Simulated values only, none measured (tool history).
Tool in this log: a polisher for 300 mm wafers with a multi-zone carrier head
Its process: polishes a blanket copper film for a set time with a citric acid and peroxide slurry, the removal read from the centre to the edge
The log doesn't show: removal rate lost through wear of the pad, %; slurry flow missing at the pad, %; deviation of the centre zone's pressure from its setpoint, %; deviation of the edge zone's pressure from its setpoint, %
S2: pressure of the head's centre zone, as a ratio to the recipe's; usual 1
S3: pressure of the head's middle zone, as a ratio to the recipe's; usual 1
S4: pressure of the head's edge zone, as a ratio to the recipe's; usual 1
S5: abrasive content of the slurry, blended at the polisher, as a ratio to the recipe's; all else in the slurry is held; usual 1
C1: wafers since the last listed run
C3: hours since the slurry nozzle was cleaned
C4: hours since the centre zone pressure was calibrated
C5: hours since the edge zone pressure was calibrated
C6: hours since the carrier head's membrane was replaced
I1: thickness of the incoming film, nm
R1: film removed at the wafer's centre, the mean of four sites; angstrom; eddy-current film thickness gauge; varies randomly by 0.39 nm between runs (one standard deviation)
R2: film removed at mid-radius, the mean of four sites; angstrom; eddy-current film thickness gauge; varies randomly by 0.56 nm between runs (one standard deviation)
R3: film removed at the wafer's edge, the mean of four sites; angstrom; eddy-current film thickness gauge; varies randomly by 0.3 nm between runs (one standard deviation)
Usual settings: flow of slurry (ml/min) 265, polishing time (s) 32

{"run": 1, "day": 0.0, "flow of slurry (ml/min)": 265, "S2": 1, "S3": 1, "S4": 1, "S5": 1, "polishing time (s)": 32, "C1": 0, "wafers polished on this pad": 537, "C3": 383.5, "C4": 676.1, "C5": 149.2, "C6": 601.8, "I1": 807.9, "R1": 445, "R2": 442, "R3": 449}
{"run": 2, "day": 2.371, "flow of slurry (ml/min)": 265, "S2": 1, "S3": 1, "S4": 1, "S5": 1, "polishing time (s)": 32, "C1": 790, "wafers polished on this pad": 1327, "C3": 440.4, "C4": 733, "C5": 206.1, "C6": 658.7, "I1": 784.6, "R1": 431, "R2": 435, "R3": 443}
{"run": 3, "day": 3.896, "flow of slurry (ml/min)": 265, "S2": 1, "S3": 1, "S4": 1, "S5": 1, "polishing time (s)": 32, "C1": 508, "wafers polished on this pad": 1835, "C3": 477, "C4": 769.6, "C5": 242.7, "C6": 695.3, "I1": 795.4, "R1": 425, "R2": 429, "R3": 441}
{"run": 4, "day": 5.096, "flow of slurry (ml/min)": 265, "S2": 1, "S3": 1, "S4": 1, "S5": 1, "polishing time (s)": 32, "C1": 399, "wafers polished on this pad": 2235, "C3": 505.8, "C4": 798.4, "C5": 271.5, "C6": 724.1, "I1": 792.5, "R1": 427, "R2": 431, "R3": 431}
{"run": 5, "day": 6.246, "flow of slurry (ml/min)": 265, "S2": 1, "S3": 1.09, "S4": 1, "S5": 1, "polishing time (s)": 32, "C1": 383, "wafers polished on this pad": 2618, "C3": 533.4, "C4": 826, "C5": 299.1, "C6": 751.7, "I1": 798.7, "R1": 417, "R2": 449, "R3": 431}
{"run": 6, "day": 8.738, "flow of slurry (ml/min)": 265, "S2": 1, "S3": 1.09, "S4": 1, "S5": 1, "polishing time (s)": 32, "C1": 830, "wafers polished on this pad": 3449, "C3": 593.2, "C4": 885.8, "C5": 358.9, "C6": 811.5, "I1": 794.6, "R1": 414, "R2": 439, "R3": 424}
{"day": 10.333, "done": "worn pad replaced by a new one"}
{"day": 11.175, "done": "slurry nozzle cleaned"}
{"run": 7, "day": 11.25, "flow of slurry (ml/min)": 265, "S2": 1, "S3": 1, "S4": 1, "S5": 1, "polishing time (s)": 32, "C1": 767, "wafers polished on this pad": 292, "C3": 1.8, "C4": 946.1, "C5": 419.2, "C6": 871.8, "I1": 795.4, "R1": 437, "R2": 441, "R3": 450}
{"day": 11.996, "done": "carrier head's membrane replaced by a new one"}
{"run": 8, "day": 12.338, "flow of slurry (ml/min)": 265, "S2": 1, "S3": 1, "S4": 1, "S5": 1, "polishing time (s)": 32, "C1": 293, "wafers polished on this pad": 585, "C3": 27.9, "C4": 972.2, "C5": 445.3, "C6": 8.2, "I1": 805.8, "R1": 430, "R2": 443, "R3": 446}
{"run": 9, "day": 14.779, "flow of slurry (ml/min)": 290, "S2": 1.07, "S3": 1, "S4": 1, "S5": 1, "polishing time (s)": 25, "C1": 813, "wafers polished on this pad": 1398, "C3": 86.5, "C4": 1030.8, "C5": 503.9, "C6": 66.8, "I1": 805.2, "R1": 359, "R2": 338, "R3": 347}
{"run": 10, "day": 17.621, "flow of slurry (ml/min)": 315, "S2": 1.06, "S3": 1.09, "S4": 1, "S5": 1, "polishing time (s)": 24, "C1": 947, "wafers polished on this pad": 2345, "C3": 154.7, "C4": 1099, "C5": 572.1, "C6": 135, "I1": 796.2, "R1": 336, "R2": 345, "R3": 329}
{"day": 20.871, "done": "worn pad replaced by a new one"}
{"run": 11, "day": 22.162, "flow of slurry (ml/min)": 265, "S2": 1, "S3": 1, "S4": 1, "S5": 1, "polishing time (s)": 32, "C1": 1458, "wafers polished on this pad": 430, "C3": 263.7, "C4": 1208, "C5": 681.1, "C6": 244, "I1": 795.3, "R1": 441, "R2": 445, "R3": 453}
{"day": 22.767, "done": "centre zone pressure recalibrated"}
{"run": 12, "day": 24.954, "flow of slurry (ml/min)": 195, "S2": 1, "S3": 1, "S4": 1.09, "S5": 0.9, "polishing time (s)": 40, "C1": 902, "wafers polished on this pad": 1333, "C3": 330.7, "C4": 52.5, "C5": 748.1, "C6": 311, "I1": 789.3, "R1": 496, "R2": 512, "R3": 534}
{"day": 26.762, "done": "edge zone pressure recalibrated"}
{"run": 13, "day": 27.112, "flow of slurry (ml/min)": 265, "S2": 1, "S3": 1, "S4": 1, "S5": 1, "polishing time (s)": 32, "C1": 691, "wafers polished on this pad": 2025, "C3": 382.5, "C4": 104.3, "C5": 8.4, "C6": 362.8, "I1": 786.7, "R1": 432, "R2": 425, "R3": 434}
{"run": 14, "day": 30.083, "flow of slurry (ml/min)": 265, "S2": 1.04, "S3": 1, "S4": 1, "S5": 1, "polishing time (s)": 42, "C1": 990, "wafers polished on this pad": 3015, "C3": 453.8, "C4": 175.6, "C5": 79.7, "C6": 434.1, "I1": 800.2, "R1": 579, "R2": 543, "R3": 559}
{"run": 15, "day": 31.75, "flow of slurry (ml/min)": 265, "S2": 1, "S3": 1, "S4": 1, "S5": 1, "polishing time (s)": 32, "C1": 555, "wafers polished on this pad": 3570, "C3": 493.8, "C4": 215.6, "C5": 119.7, "C6": 474.1, "I1": 782.8, "R1": 415, "R2": 420, "R3": 422}
{"day": 33.046, "done": "worn pad replaced by a new one"}
{"day": 34.404, "done": "slurry nozzle cleaned"}
{"run": 16, "day": 36.038, "flow of slurry (ml/min)": 265, "S2": 1.05, "S3": 1, "S4": 1.1, "S5": 1, "polishing time (s)": 25, "C1": 1359, "wafers polished on this pad": 983, "C3": 39.2, "C4": 318.5, "C5": 222.6, "C6": 577, "I1": 796.4, "R1": 353, "R2": 340, "R3": 354}
{"run": 17, "day": 37.967, "flow of slurry (ml/min)": 335, "S2": 1, "S3": 1, "S4": 1, "S5": 0.8, "polishing time (s)": 39, "C1": 642, "wafers polished on this pad": 1626, "C3": 85.5, "C4": 364.8, "C5": 268.9, "C6": 623.3, "I1": 805.3, "R1": 504, "R2": 510, "R3": 518}
{"run": 18, "day": 40.425, "flow of slurry (ml/min)": 265, "S2": 1.04, "S3": 1, "S4": 1, "S5": 1, "polishing time (s)": 43, "C1": 819, "wafers polished on this pad": 2445, "C3": 144.5, "C4": 423.8, "C5": 327.9, "C6": 682.3, "I1": 811.8, "R1": 580, "R2": 575, "R3": 579}
{"run": 19, "day": 43.204, "flow of slurry (ml/min)": 265, "S2": 1, "S3": 1.04, "S4": 1.11, "S5": 1.25, "polishing time (s)": 32, "C1": 926, "wafers polished on this pad": 3372, "C3": 211.2, "C4": 490.5, "C5": 394.6, "C6": 749, "I1": 794.3, "R1": 441, "R2": 449, "R3": 456}
{"day": 43.583, "done": "worn pad replaced by a new one"}
{"run": 20, "day": 45.538, "flow of slurry (ml/min)": 315, "S2": 1.06, "S3": 1.09, "S4": 1, "S5": 1, "polishing time (s)": 24, "C1": 722, "wafers polished on this pad": 651, "C3": 267.2, "C4": 546.5, "C5": 450.6, "C6": 805, "I1": 785.2, "R1": 349, "R2": 366, "R3": 339}

For each run, what was the tool's unlogged condition?
slurry flow missing at the pad, %: 0 across all the runs
deviation of the centre zone's pressure from its setpoint, %: 0 across all the runs
deviation of the edge zone's pressure from its setpoint, %: 0 across all the runs
H1: removal rate lost through wear of the pad, %
run=1 H1=1.58
run=2 H1=3.05
run=3 H1=3.99
run=4 H1=4.73
run=5 H1=5.44
run=6 H1=6.97
run=7 H1=1.34
run=8 H1=2.01
run=9 H1=3.52
run=10 H1=5.27
run=11 H1=1.13
run=12 H1=2.85
run=13 H1=4.18
run=14 H1=6.01
run=15 H1=7.04
run=16 H1=2.5
run=17 H1=3.69
run=18 H1=5.21
run=19 H1=6.92
run=20 H1=1.42
